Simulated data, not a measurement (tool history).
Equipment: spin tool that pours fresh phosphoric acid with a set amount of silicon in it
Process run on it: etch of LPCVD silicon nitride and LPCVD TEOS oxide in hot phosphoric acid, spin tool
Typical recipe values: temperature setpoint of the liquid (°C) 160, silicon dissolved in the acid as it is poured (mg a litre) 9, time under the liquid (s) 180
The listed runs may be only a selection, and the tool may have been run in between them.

| run | hour | temperature setpoint of the liquid (°C) | silicon dissolved in the acid as it is poured (mg a litre) | time under the liquid (s) | wafers since the last listed run | hours since the thermometer was replaced | hours since the dissolved silicon flow meter was replaced | hours since the heated supply line was repaired | hours since the gauge calibration | read-back film thickness of the LPCVD silicon nitride reference wafer, read on the same gauge (nm) | read-back film thickness of the LPCVD TEOS oxide reference wafer, read on the same gauge (nm) | thickness taken off the LPCVD silicon nitride on a monitor wafer (Å) | thickness taken off the LPCVD TEOS oxide on a monitor wafer (Å) |
|---|---|---|---|---|---|---|---|---|---|---|---|---|---|
| 1 | 0 | 160 | 9 | 180 | 0 | 78.7 | 996.2 | 673.1 | 186.4 | 40 | 69.989 | 175.6 | 9.17 |
| 2 | 59.8 | 160 | 9 | 180 | 568 | 138.5 | 1056 | 732.9 | 246.2 | 40 | 69.999 | 174.2 | 9.68 |
| 3 | 140.5 | 160 | 9 | 180 | 767 | 219.2 | 1136.7 | 813.6 | 326.9 | 40.01 | 70.025 | 176.7 | 9.93 |
| 4 | 180 | 160 | 9 | 180 | 375 | 258.7 | 1176.2 | 853.1 | 366.4 | 39.99 | 70.003 | 178.6 | 9.88 |
| 5 | 232 | 160 | 7.5 | 180 | 494 | 310.7 | 1228.2 | 905.1 | 418.4 | 39.98 | 70.023 | 180.9 | 10.04 |
| 6 | 305.4 | 160 | 7.5 | 180 | 697 | 384.1 | 1301.6 | 978.5 | 491.8 | 40 | 70.019 | 176.1 | 9.91 |
|  | 311.6 | dissolved silicon flow meter replaced |
| 7 | 353.3 | 160 | 14.5 | 180 | 445 | 432 | 41.7 | 1026.4 | 539.7 | 39.99 | 70.011 | 177.4 | 8.99 |
|  | 407.9 | heated supply line repaired |
| 8 | 446.2 | 160 | 14.5 | 180 | 873 | 524.9 | 134.6 | 38.3 | 632.6 | 40.01 | 69.975 | 177.5 | 9.21 |
| 9 | 552.6 | 160 | 9 | 210 | 1011 | 631.3 | 241 | 144.7 | 739 | 39.98 | 70.002 | 209.1 | 11.94 |
| 10 | 654.5 | 160 | 9 | 180 | 968 | 733.2 | 342.9 | 246.6 | 840.9 | 40 | 70.01 | 181 | 10.03 |
| 11 | 711.7 | 157.5 | 16 | 250 | 543 | 790.4 | 400.1 | 303.8 | 898.1 | 40.01 | 70.004 | 233.6 | 9.97 |
| 12 | 808.9 | 160 | 9 | 245 | 924 | 887.6 | 497.3 | 401 | 995.3 | 40.01 | 69.951 | 251.1 | 14.14 |

Run 13, settings as shown, results not yet in. Your forecast:
| 13 | 880.3 | 157.5 | 13.5 | 180 | 678 | 959 | 568.7 | 472.4 | 1066.7 | ? | ? | ? | ? |

For run 13 the tool returned read-back film thickness of the LPCVD silicon nitride reference wafer, read on the same gauge (nm) 39.98, read-back film thickness of the LPCVD TEOS oxide reference wafer, read on the same gauge (nm) 70.048, thickness taken off the LPCVD silicon nitride on a monitor wafer (Å) 171.2, thickness taken off the LPCVD TEOS oxide on a monitor wafer (Å) 8.06.
Take away the tool's hidden state, keep the run-to-run variation as it was, and the same run would have given thickness taken off the LPCVD silicon nitride on a monitor wafer (Å) 162.3, thickness taken off the LPCVD TEOS oxide on a monitor wafer (Å) 7.16.

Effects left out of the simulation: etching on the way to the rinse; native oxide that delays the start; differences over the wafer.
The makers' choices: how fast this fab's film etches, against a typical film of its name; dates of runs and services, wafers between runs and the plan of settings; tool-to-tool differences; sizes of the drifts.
